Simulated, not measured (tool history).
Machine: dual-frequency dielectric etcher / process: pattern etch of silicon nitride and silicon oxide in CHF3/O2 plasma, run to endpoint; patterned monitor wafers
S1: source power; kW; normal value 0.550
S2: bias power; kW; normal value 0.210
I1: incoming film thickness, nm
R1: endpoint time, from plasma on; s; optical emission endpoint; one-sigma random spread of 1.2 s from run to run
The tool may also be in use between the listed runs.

{"run": 1, "day": 0.0, "S1": 0.55, "S2": 0.21, "I1": 289.3, "R1": 190.7}
{"run": 2, "day": 2.538, "S1": 0.55, "S2": 0.21, "I1": 289.3, "R1": 191.5}
{"run": 3, "day": 4.396, "S1": 0.55, "S2": 0.21, "I1": 288.0, "R1": 191.5}
{"run": 4, "day": 7.075, "S1": 0.55, "S2": 0.21, "I1": 289.6, "R1": 191.0}
{"run": 5, "day": 9.867, "S1": 0.55, "S2": 0.21, "I1": 289.5, "R1": 191.6}
{"run": 6, "day": 11.667, "S1": 0.45, "S2": 0.21, "I1": 291.0, "R1": 210.5}
{"run": 7, "day": 14.208, "S1": 0.45, "S2": 0.21, "I1": 290.2, "R1": 209.8}
{"run": 8, "day": 15.288, "S1": 0.45, "S2": 0.21, "I1": 289.6, "R1": 208.5}
{"run": 9, "day": 17.442, "S1": 0.55, "S2": 0.178, "I1": 289.3, "R1": 209.0}
{"day": 19.388, "done": "wet clean of the chamber"}
{"run": 10, "day": 19.408, "S1": 0.55, "S2": 0.178, "I1": 287.2, "R1": 208.9}
{"run": 11, "day": 21.125, "S1": 0.55, "S2": 0.21, "I1": 289.8, "R1": 193.8}
{"run": 12, "day": 23.6, "S1": 0.41, "S2": 0.21, "I1": 290.5, "R1": 218.0}
{"run": 13, "day": 25.967, "S1": 0.42, "S2": 0.252, "I1": 288.4, "R1": 197.0}
{"run": 14, "day": 28.608, "S1": 0.55, "S2": 0.258, "I1": 289.3, "R1": 174.0}
{"day": 29.554, "done": "bias power generator calibrated"}
{"day": 30.154, "done": "upper electrode replaced"}
{"run": 15, "day": 30.175, "S1": 0.55, "S2": 0.21, "I1": 291.8, "R1": 192.5}
{"run": 16, "day": 32.362, "S1": 0.55, "S2": 0.241, "I1": 289.7, "R1": 179.8}
{"run": 17, "day": 33.721, "S1": 0.63, "S2": 0.197, "I1": 291.4, "R1": 188.4}
{"day": 34.017, "done": "source power generator calibrated"}
{"run": 18, "day": 36.621, "S1": 0.41, "S2": 0.21, "I1": 289.7, "R1": 216.7}
{"day": 39.454, "done": "wet clean of the chamber"}
{"run": 19, "day": 39.475, "S1": 0.59, "S2": 0.176, "I1": 291.8, "R1": 204.7}
{"run": 20, "day": 40.542, "S1": 0.43, "S2": 0.239, "I1": 291.3, "R1": 202.5}
{"run": 21, "day": 43.546, "S1": 0.61, "S2": 0.182, "I1": 292.7, "R1": 198.7}
{"run": 22, "day": 45.421, "S1": 0.55, "S2": 0.21, "I1": 290.6, "R1": 190.2}

For each run, what was the tool's unlogged condition?
etch rate over this chamber's usual, %: 0 in every run
source power that arrives over what is set, %: 0 in every run
bias power that arrives over what is set, %: 0 in every run

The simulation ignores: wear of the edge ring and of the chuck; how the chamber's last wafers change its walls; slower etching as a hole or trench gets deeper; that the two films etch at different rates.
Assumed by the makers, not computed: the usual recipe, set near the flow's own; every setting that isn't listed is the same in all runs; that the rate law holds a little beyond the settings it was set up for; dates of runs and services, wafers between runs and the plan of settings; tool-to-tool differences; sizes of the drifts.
